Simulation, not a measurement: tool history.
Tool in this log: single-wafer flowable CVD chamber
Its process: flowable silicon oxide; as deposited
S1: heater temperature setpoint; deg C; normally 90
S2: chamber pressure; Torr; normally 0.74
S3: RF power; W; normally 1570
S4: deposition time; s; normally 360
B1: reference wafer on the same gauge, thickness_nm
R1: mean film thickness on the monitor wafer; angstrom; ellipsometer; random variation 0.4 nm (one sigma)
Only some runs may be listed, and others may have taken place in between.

Run 1, hour 0: usual settings; B1 221.957. Result: R1 2166.14 angstrom.
Run 2, hour 12.7: usual settings; B1 221.889. Result: R1 2158.65 angstrom.
Run 3, hour 25.7: usual settings but S4 335 s; B1 221.973. Result: R1 2012.76 angstrom.
Run 4, hour 33.2: usual settings but S4 335 s; B1 221.994. Result: R1 2009.41 angstrom.
Run 5, hour 43.7: usual settings; B1 221.993. Result: R1 2148.9 angstrom.
Run 6, hour 57.6: usual settings; B1 221.937. Result: R1 2153.03 angstrom.
At hour 73.3: showerhead replaced.
Run 7, hour 73.8: usual settings; B1 221.987. Result: R1 2148.17 angstrom.
Run 8, hour 74.6: usual settings but S2 0.778 Torr; B1 221.965. Result: R1 2262.17 angstrom.
Run 9, hour 86: usual settings but S2 0.778 Torr; B1 222.106. Result: R1 2256.74 angstrom.
At hour 94.9: thermocouple changed; heater temperature recalibrated.
At hour 101.5: RF generator calibrated.
Run 10, hour 102: usual settings but S1 78 deg C; B1 222.039. Result: R1 3255.16 angstrom.
Run 11, hour 114.1: usual settings; B1 222.017. Result: R1 2369.26 angstrom.
Run 12, hour 120.2: usual settings but S1 85 deg C, S4 427 s; B1 222.021. Result: R1 3201.34 angstrom.
At hour 127.5: gauge calibrated.
At hour 129.2: capacitance manometer re-zeroed and calibrated.
Run 13, hour 134.8: usual settings; B1 221.998. Result: R1 2578.75 angstrom.
Run 14, hour 152.4: usual settings but S1 99 deg C, S3 1340 W, S4 306 s; B1 221.898. Result: R1 1599.25 angstrom.
Run 15, hour 159.4: usual settings but S1 86 deg C, S3 1395 W, S4 423 s; B1 222.057. Result: R1 3233.43 angstrom.
Run 16, hour 174.9: usual settings but S2 0.834 Torr; B1 221.986. Result: R1 2889.76 angstrom.
Run 17, hour 186.1: usual settings but S2 0.595 Torr, S4 321 s; B1 221.977. Result: R1 1836.56 angstrom.
Run 18, hour 193.6: usual settings but S1 98 deg C, S2 0.801 Torr, S4 420 s; B1 221.922. Result: R1 2553.67 angstrom.

Below are 3 alternative next runs, each starting from the tool's condition after run 18. Predict each:
Run A, hour 194.1: usual settings but S1 103 deg C; B1 ?. Result: R1 ?.
Run B, hour 194.1: usual settings but S3 1390 W; B1 ?. Result: R1 ?.
Run C, hour 194.1: usual settings but S2 0.582 Torr, S3 1415 W, S4 400 s; B1 ?. Result: R1 ?.

run       B1       R1
  A  222.084  1754.57
  B  222.084  2479.48
  C  222.084   2181.8
Take away the tool's hidden state, keep each run's random variation, and the runs would have read:
run       R1
  A  1778.74
  B  2513.65
  C  2212.74
